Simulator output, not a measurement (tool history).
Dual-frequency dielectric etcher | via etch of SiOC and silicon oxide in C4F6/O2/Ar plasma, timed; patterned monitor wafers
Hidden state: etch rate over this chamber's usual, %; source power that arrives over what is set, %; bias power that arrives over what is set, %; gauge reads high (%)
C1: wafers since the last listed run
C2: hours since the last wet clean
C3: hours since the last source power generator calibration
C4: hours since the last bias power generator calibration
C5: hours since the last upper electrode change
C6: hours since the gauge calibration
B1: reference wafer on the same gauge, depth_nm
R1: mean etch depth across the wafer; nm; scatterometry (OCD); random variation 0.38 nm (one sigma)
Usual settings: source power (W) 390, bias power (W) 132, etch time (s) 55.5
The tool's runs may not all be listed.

{"run": 1, "hour": 0.0, "source power (W)": 390, "bias power (W)": 132, "etch time (s)": 66, "C1": 0, "C2": 302.3, "C3": 672.3, "C4": 2322.9, "C5": 3831.4, "C6": 741.6, "B1": 60.8, "R1": 77.1}
{"hour": 54.1, "done": "wet clean of the chamber"}
{"run": 2, "hour": 54.6, "source power (W)": 390, "bias power (W)": 132, "etch time (s)": 66, "C1": 244, "C2": 0.5, "C3": 726.9, "C4": 2377.5, "C5": 3886, "C6": 796.2, "B1": 60.8, "R1": 73.3}
{"run": 3, "hour": 121.5, "source power (W)": 390, "bias power (W)": 132, "etch time (s)": 66, "C1": 535, "C2": 67.4, "C3": 793.8, "C4": 2444.4, "C5": 3952.9, "C6": 863.1, "B1": 60.8, "R1": 73.6}
{"run": 4, "hour": 181.1, "source power (W)": 390, "bias power (W)": 153, "etch time (s)": 43.5, "C1": 476, "C2": 127, "C3": 853.4, "C4": 2504, "C5": 4012.5, "C6": 922.7, "B1": 60.7, "R1": 50.8}
{"run": 5, "hour": 220.3, "source power (W)": 390, "bias power (W)": 110, "etch time (s)": 51, "C1": 313, "C2": 166.2, "C3": 892.6, "C4": 2543.2, "C5": 4051.7, "C6": 961.9, "B1": 60.8, "R1": 55.5}
{"run": 6, "hour": 327.2, "source power (W)": 390, "bias power (W)": 132, "etch time (s)": 55.5, "C1": 855, "C2": 273.1, "C3": 999.5, "C4": 2650.1, "C5": 4158.6, "C6": 1068.8, "B1": 60.8, "R1": 64}
{"hour": 415.3, "done": "wet clean of the chamber"}
{"run": 7, "hour": 569.1, "source power (W)": 390, "bias power (W)": 132, "etch time (s)": 55.5, "C1": 1743, "C2": 153.8, "C3": 1241.4, "C4": 2892, "C5": 4400.5, "C6": 1310.7, "B1": 60.8, "R1": 63.5}
{"run": 8, "hour": 660.2, "source power (W)": 390, "bias power (W)": 112, "etch time (s)": 55.5, "C1": 729, "C2": 244.9, "C3": 1332.5, "C4": 2983.1, "C5": 4491.6, "C6": 1401.8, "B1": 60.7, "R1": 61.4}
{"hour": 753.9, "done": "upper electrode replaced"}
{"run": 9, "hour": 760.0, "source power (W)": 390, "bias power (W)": 112, "etch time (s)": 55.5, "C1": 606, "C2": 344.7, "C3": 1432.3, "C4": 3082.9, "C5": 6.1, "C6": 1501.6, "B1": 60.7, "R1": 62.1}
{"hour": 804.2, "done": "wet clean of the chamber"}
{"run": 10, "hour": 849.8, "source power (W)": 390, "bias power (W)": 112, "etch time (s)": 55.5, "C1": 526, "C2": 45.6, "C3": 1522.1, "C4": 3172.7, "C5": 95.9, "C6": 1591.4, "B1": 60.8, "R1": 60.1}
{"run": 11, "hour": 924.8, "source power (W)": 390, "bias power (W)": 132, "etch time (s)": 55.5, "C1": 600, "C2": 120.6, "C3": 1597.1, "C4": 3247.7, "C5": 170.9, "C6": 1666.4, "B1": 60.8, "R1": 63.5}
{"run": 12, "hour": 965.1, "source power (W)": 390, "bias power (W)": 132, "etch time (s)": 55.5, "C1": 322, "C2": 160.9, "C3": 1637.4, "C4": 3288, "C5": 211.2, "C6": 1706.7, "B1": 60.8, "R1": 62.6}
{"run": 13, "hour": 1051.2, "source power (W)": 480, "bias power (W)": 108, "etch time (s)": 43, "C1": 689, "C2": 247, "C3": 1723.5, "C4": 3374.1, "C5": 297.3, "C6": 1792.8, "B1": 60.7, "R1": 51.1}
{"hour": 1079.2, "done": "bias power generator calibrated"}
{"run": 14, "hour": 1120.5, "source power (W)": 300, "bias power (W)": 132, "etch time (s)": 55.5, "C1": 522, "C2": 316.3, "C3": 1792.8, "C4": 41.3, "C5": 366.6, "C6": 1862.1, "B1": 60.8, "R1": 59}
{"hour": 1153.8, "done": "wet clean of the chamber"}
{"run": 15, "hour": 1211.1, "source power (W)": 490, "bias power (W)": 147, "etch time (s)": 68, "C1": 533, "C2": 57.3, "C3": 1883.4, "C4": 131.9, "C5": 457.2, "C6": 1952.7, "B1": 60.7, "R1": 85.5}
{"hour": 1257.9, "done": "source power generator calibrated"}
{"hour": 1281.7, "done": "gauge calibrated"}
{"run": 16, "hour": 1291.1, "source power (W)": 390, "bias power (W)": 132, "etch time (s)": 55.5, "C1": 608, "C2": 137.3, "C3": 33.2, "C4": 211.9, "C5": 537.2, "C6": 9.4, "B1": 60.9, "R1": 63.2}
{"run": 17, "hour": 1395.8, "source power (W)": 390, "bias power (W)": 160, "etch time (s)": 55.5, "C1": 837, "C2": 242, "C3": 137.9, "C4": 316.6, "C5": 641.9, "C6": 114.1, "B1": 60.7, "R1": 67.8}
{"run": 18, "hour": 1438.9, "source power (W)": 390, "bias power (W)": 118, "etch time (s)": 47.5, "C1": 344, "C2": 285.1, "C3": 181, "C4": 359.7, "C5": 685, "C6": 157.2, "B1": 60.9, "R1": 54.4}
{"hour": 1503.4, "done": "wet clean of the chamber"}
{"run": 19, "hour": 1503.9, "source power (W)": 460, "bias power (W)": 153, "etch time (s)": 55.5, "C1": 328, "C2": 0.5, "C3": 246, "C4": 424.7, "C5": 750, "C6": 222.2, "B1": 60.8, "R1": 68.9}
{"run": 20, "hour": 1558.1, "source power (W)": 450, "bias power (W)": 121, "etch time (s)": 46, "C1": 433, "C2": 54.7, "C3": 300.2, "C4": 478.9, "C5": 804.2, "C6": 276.4, "B1": 60.8, "R1": 54}
{"run": 21, "hour": 1623.5, "source power (W)": 310, "bias power (W)": 149, "etch time (s)": 70.5, "C1": 523, "C2": 120.1, "C3": 365.6, "C4": 544.3, "C5": 869.6, "C6": 341.8, "B1": 60.8, "R1": 76.8}
{"run": 22, "hour": 1704.0, "source power (W)": 290, "bias power (W)": 103, "etch time (s)": 68.5, "C1": 644, "C2": 200.6, "C3": 446.1, "C4": 624.8, "C5": 950.1, "C6": 422.3, "B1": 60.7, "R1": 66.7}
{"run": 23, "hour": 1856.4, "source power (W)": 390, "bias power (W)": 132, "etch time (s)": 55.5, "C1": 1219, "C2": 353, "C3": 598.5, "C4": 777.2, "C5": 1102.5, "C6": 574.7, "B1": 60.8, "R1": 65.5}

The same runs without the tool's hidden state, with the same run-to-run variation:
run=1 R1=73.6
run=2 R1=74.1
run=3 R1=73.8
run=4 R1=50.5
run=5 R1=54.8
run=6 R1=62.4
run=7 R1=62.4
run=8 R1=59.6
run=9 R1=59.5
run=10 R1=60
run=11 R1=62.8
run=12 R1=61.5
run=13 R1=49.6
run=14 R1=56.8
run=15 R1=84.4
run=16 R1=61.7
run=17 R1=65.2
run=18 R1=52.1
run=19 R1=68.8
run=20 R1=53.5
run=21 R1=75.4
run=22 R1=64.8
run=23 R1=62.3
